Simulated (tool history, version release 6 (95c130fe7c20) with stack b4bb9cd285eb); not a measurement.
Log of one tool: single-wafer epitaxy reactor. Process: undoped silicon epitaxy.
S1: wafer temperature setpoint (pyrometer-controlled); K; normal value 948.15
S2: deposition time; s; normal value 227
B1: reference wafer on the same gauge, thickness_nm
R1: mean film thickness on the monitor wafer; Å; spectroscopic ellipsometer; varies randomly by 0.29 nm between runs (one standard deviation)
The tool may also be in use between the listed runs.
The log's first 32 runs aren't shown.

Run 33, hour 410.3: usual settings but S1 959.15 K, S2 213 s; B1 59.518. Result: R1 826.07 Å.
Run 34, hour 418.1: usual settings; B1 59.502. Result: R1 702.95 Å.
Run 35, hour 436.1: usual settings but S1 959.15 K, S2 245 s; B1 59.509. Result: R1 948.68 Å.
Run 36, hour 451: usual settings but S1 943.15 K, S2 241 s; B1 59.526. Result: R1 666.62 Å.
Run 37, hour 462: usual settings but S1 944.15 K, S2 262 s; B1 59.482. Result: R1 746.37 Å.
Run 38, hour 475.5: usual settings but S1 938.15 K; B1 59.467. Result: R1 567.38 Å.
Run 39, hour 484.3: usual settings but S1 953.15 K, S2 268 s; B1 59.496. Result: R1 928 Å.
Run 40, hour 496.5: usual settings but S1 953.15 K, S2 184 s; B1 59.475. Result: R1 631.74 Å.
Run 41, hour 507.8: usual settings but S1 959.15 K, S2 213 s; B1 59.52. Result: R1 835.93 Å.
Run 42, hour 522.7: usual settings; B1 59.506. Result: R1 700.2 Å.
Run 43, hour 540.3: usual settings but S1 944.15 K, S2 188 s; B1 59.493. Result: R1 534.12 Å.
Run 44, hour 548.1: usual settings but S1 944.15 K, S2 254 s; B1 59.458. Result: R1 720.08 Å.
Run 45, hour 565.7: usual settings; B1 59.531. Result: R1 700.5 Å.
Run 46, hour 572.7: usual settings; B1 59.505. Result: R1 706.93 Å.
Run 47, hour 586: usual settings but S1 944.15 K, S2 261 s; B1 59.441. Result: R1 745.37 Å.

4 options for the next run, each taken on its own from the tool as it stands now. Forecast them:
Run A, hour 586.5: usual settings; B1 ?. Result: R1 ?.
Run B, hour 586.5: usual settings but S1 958.15 K; B1 ?. Result: R1 ?.
Run C, hour 586.5: usual settings but S2 265 s; B1 ?. Result: R1 ?.
Run D, hour 586.5: usual settings but S1 954.15 K, S2 246 s; B1 ?. Result: R1 ?.

run      B1      R1
  A  59.435   705.3
  B  59.435  871.73
  C  59.435  823.36
  D  59.435  868.42
The same runs, with their run-to-run variation unchanged, on a tool lacking any hidden condition would have given:
run      R1
  A  694.13
  B  858.22
  C  810.33
  D  854.84

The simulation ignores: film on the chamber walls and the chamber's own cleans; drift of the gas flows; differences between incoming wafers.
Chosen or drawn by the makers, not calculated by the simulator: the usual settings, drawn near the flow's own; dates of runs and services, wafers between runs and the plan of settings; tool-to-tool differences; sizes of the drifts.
